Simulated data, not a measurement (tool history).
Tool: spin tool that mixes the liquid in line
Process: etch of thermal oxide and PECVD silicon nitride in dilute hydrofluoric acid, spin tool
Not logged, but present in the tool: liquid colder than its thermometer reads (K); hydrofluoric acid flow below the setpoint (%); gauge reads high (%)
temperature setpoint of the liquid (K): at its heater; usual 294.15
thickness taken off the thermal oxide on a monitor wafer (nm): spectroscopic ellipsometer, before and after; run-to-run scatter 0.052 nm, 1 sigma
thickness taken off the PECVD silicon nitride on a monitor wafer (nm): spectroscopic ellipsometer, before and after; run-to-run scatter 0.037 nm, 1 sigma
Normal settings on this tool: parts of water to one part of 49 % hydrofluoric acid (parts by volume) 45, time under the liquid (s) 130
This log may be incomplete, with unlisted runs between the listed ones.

| run | hour | temperature setpoint of the liquid (K) | parts of water to one part of 49 % hydrofluoric acid (parts by volume) | time under the liquid (s) | wafers since the last listed run | hours since the thermometer was replaced | hours since the hydrofluoric acid flow meter was replaced | hours since the gauge calibration | read-back film thickness of the thermal oxide reference wafer, read on the same gauge (nm) | read-back film thickness of the PECVD silicon nitride reference wafer, read on the same gauge (nm) | thickness taken off the thermal oxide on a monitor wafer (nm) | thickness taken off the PECVD silicon nitride on a monitor wafer (nm) |
|---|---|---|---|---|---|---|---|---|---|---|---|---|
| 1 | 0.0 | 294.15 | 45 | 80 | 0 | 2720.8 | 369.5 | 234.8 | 139.99 | 70.00 | 7.42 | 3.43 |
| 2 | 23.7 | 294.15 | 45 | 80 | 172 | 2744.5 | 393.2 | 258.5 | 140.00 | 69.99 | 7.41 | 3.41 |
|  | 59.0 | gauge calibrated |
| 3 | 124.2 | 294.15 | 45 | 75 | 731 | 2845.0 | 493.7 | 65.2 | 139.99 | 70.00 | 6.84 | 3.18 |
| 4 | 158.7 | 294.15 | 45 | 75 | 251 | 2879.5 | 528.2 | 99.7 | 140.01 | 69.99 | 6.91 | 3.20 |
| 5 | 245.9 | 294.15 | 35 | 130 | 634 | 2966.7 | 615.4 | 186.9 | 140.00 | 70.01 | 15.49 | 7.00 |
|  | 252.5 | hydrofluoric acid flow meter replaced |
| 6 | 296.8 | 294.15 | 35 | 130 | 363 | 3017.6 | 44.3 | 237.8 | 139.99 | 70.00 | 15.35 | 6.95 |
| 7 | 314.7 | 294.15 | 45 | 130 | 130 | 3035.5 | 62.2 | 255.7 | 140.01 | 70.02 | 11.83 | 5.44 |
| 8 | 333.3 | 294.15 | 45 | 130 | 135 | 3054.1 | 80.8 | 274.3 | 140.01 | 70.00 | 11.88 | 5.46 |
| 9 | 361.8 | 297.15 | 65 | 205 | 207 | 3082.6 | 109.3 | 302.8 | 140.00 | 70.00 | 14.38 | 7.37 |
|  | 370.1 | gauge calibrated |
|  | 372.8 | thermometer replaced |
| 10 | 382.6 | 294.15 | 55 | 130 | 144 | 9.8 | 130.1 | 12.5 | 140.01 | 70.00 | 10.67 | 5.38 |
| 11 | 402.3 | 294.15 | 55 | 130 | 143 | 29.5 | 149.8 | 32.2 | 140.00 | 69.99 | 10.72 | 5.30 |
| 12 | 415.4 | 296.65 | 35 | 175 | 95 | 42.6 | 162.9 | 45.3 | 140.01 | 70.01 | 25.76 | 13.32 |
| 13 | 446.2 | 294.15 | 45 | 175 | 224 | 73.4 | 193.7 | 76.1 | 139.99 | 70.00 | 17.93 | 8.73 |
| 14 | 468.6 | 294.15 | 45 | 130 | 163 | 95.8 | 216.1 | 98.5 | 139.98 | 70.00 | 13.20 | 6.48 |
| 15 | 481.1 | 290.15 | 60 | 130 | 91 | 108.3 | 228.6 | 111.0 | 140.01 | 70.02 | 8.14 | 3.70 |
| 16 | 510.9 | 294.15 | 50 | 165 | 217 | 138.1 | 258.4 | 140.8 | 140.01 | 70.00 | 14.97 | 7.32 |

The tool's hidden state at each run:
hydrofluoric acid flow below the setpoint (%): 0 on each run
gauge reads high (%): 0 on each run
H1: liquid colder than its thermometer reads (K)
| run | H1 |
|---|---|
| 1 | 2.52 |
| 2 | 2.54 |
| 3 | 2.64 |
| 4 | 2.67 |
| 5 | 2.75 |
| 6 | 2.79 |
| 7 | 2.81 |
| 8 | 2.83 |
| 9 | 2.85 |
| 10 | 0.284 |
| 11 | 0.302 |
| 12 | 0.314 |
| 13 | 0.342 |
| 14 | 0.362 |
| 15 | 0.373 |
| 16 | 0.4 |
